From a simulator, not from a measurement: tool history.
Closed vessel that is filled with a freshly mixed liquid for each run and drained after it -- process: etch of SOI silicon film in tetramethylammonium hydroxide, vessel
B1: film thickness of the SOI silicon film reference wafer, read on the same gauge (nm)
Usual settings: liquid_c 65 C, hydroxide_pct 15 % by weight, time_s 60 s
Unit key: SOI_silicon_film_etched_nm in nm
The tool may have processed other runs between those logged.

run 1 hour=0 | liquid_c=65 hydroxide_pct=15 time_s=60 | B1=150 | SOI_silicon_film_etched_nm=249.02
run 2 hour=64.7 | liquid_c=65 hydroxide_pct=15 time_s=60 | B1=149.98 | SOI_silicon_film_etched_nm=245.64
run 3 hour=111.9 | liquid_c=65 hydroxide_pct=15 time_s=60 | B1=150 | SOI_silicon_film_etched_nm=245.13
run 4 hour=136.7 | liquid_c=65 hydroxide_pct=15 time_s=60 | B1=150 | SOI_silicon_film_etched_nm=241.04
run 5 hour=204.2 | liquid_c=65 hydroxide_pct=15 time_s=60 | B1=150.01 | SOI_silicon_film_etched_nm=242.82
run 6 hour=236.4 | liquid_c=65 hydroxide_pct=15 time_s=60 | B1=150 | SOI_silicon_film_etched_nm=239.55
run 7 hour=354.9 | liquid_c=65 hydroxide_pct=15 time_s=60 | B1=149.98 | SOI_silicon_film_etched_nm=245.1
run 8 hour=404.8 | liquid_c=65 hydroxide_pct=12.5 time_s=60 | B1=149.99 | SOI_silicon_film_etched_nm=260.12
run 9 hour=438.8 | liquid_c=65 hydroxide_pct=15 time_s=60 | B1=149.99 | SOI_silicon_film_etched_nm=239.61
run 10 hour=477 | liquid_c=61.5 hydroxide_pct=15 time_s=60 | B1=149.98 | SOI_silicon_film_etched_nm=191.48
-- hour=492.1 hydroxide flow meter replaced
run 11 hour=534.6 | liquid_c=65 hydroxide_pct=15 time_s=60 | B1=150.02 | SOI_silicon_film_etched_nm=234.59
run 12 hour=593.3 | liquid_c=62 hydroxide_pct=19 time_s=60 | B1=150 | SOI_silicon_film_etched_nm=182.46
-- hour=638.2 gauge calibrated
run 13 hour=657.5 | liquid_c=61 hydroxide_pct=15 time_s=60 | B1=150.01 | SOI_silicon_film_etched_nm=185.63
-- hour=672.2 thermometer replaced
run 14 hour=721.2 | liquid_c=65 hydroxide_pct=15 time_s=60 | B1=150 | SOI_silicon_film_etched_nm=275.84
run 15 hour=776.3 | liquid_c=60 hydroxide_pct=15 time_s=60 | B1=150 | SOI_silicon_film_etched_nm=200.1
run 16 hour=801.3 | liquid_c=62.5 hydroxide_pct=18.5 time_s=45 | B1=150.01 | SOI_silicon_film_etched_nm=159.69
run 17 hour=867.6 | liquid_c=60.5 hydroxide_pct=11.5 time_s=60 | B1=149.99 | SOI_silicon_film_etched_nm=232.63

Difference, measured minus no-hidden-state, one row per run. Run-to-run variation is common to both terms; the gauge's own scatter need not be:
The hidden state here: liquid colder than its thermometer reads (K); hydroxide flow below the setpoint (%); gauge reads high (%).
run=1 SOI_silicon_film_etched_nm=-27.77
run=2 SOI_silicon_film_etched_nm=-28.73
run=3 SOI_silicon_film_etched_nm=-29.51
run=4 SOI_silicon_film_etched_nm=-29.51
run=5 SOI_silicon_film_etched_nm=-31.07
run=6 SOI_silicon_film_etched_nm=-31.31
run=7 SOI_silicon_film_etched_nm=-34.42
run=8 SOI_silicon_film_etched_nm=-37.62
run=9 SOI_silicon_film_etched_nm=-35.33
run=10 SOI_silicon_film_etched_nm=-29.5
run=11 SOI_silicon_film_etched_nm=-36.41
run=12 SOI_silicon_film_etched_nm=-29.84
run=13 SOI_silicon_film_etched_nm=-31.74
run=14 SOI_silicon_film_etched_nm=-1.67
run=15 SOI_silicon_film_etched_nm=-2.02
run=16 SOI_silicon_film_etched_nm=-1.87
run=17 SOI_silicon_film_etched_nm=-3.94
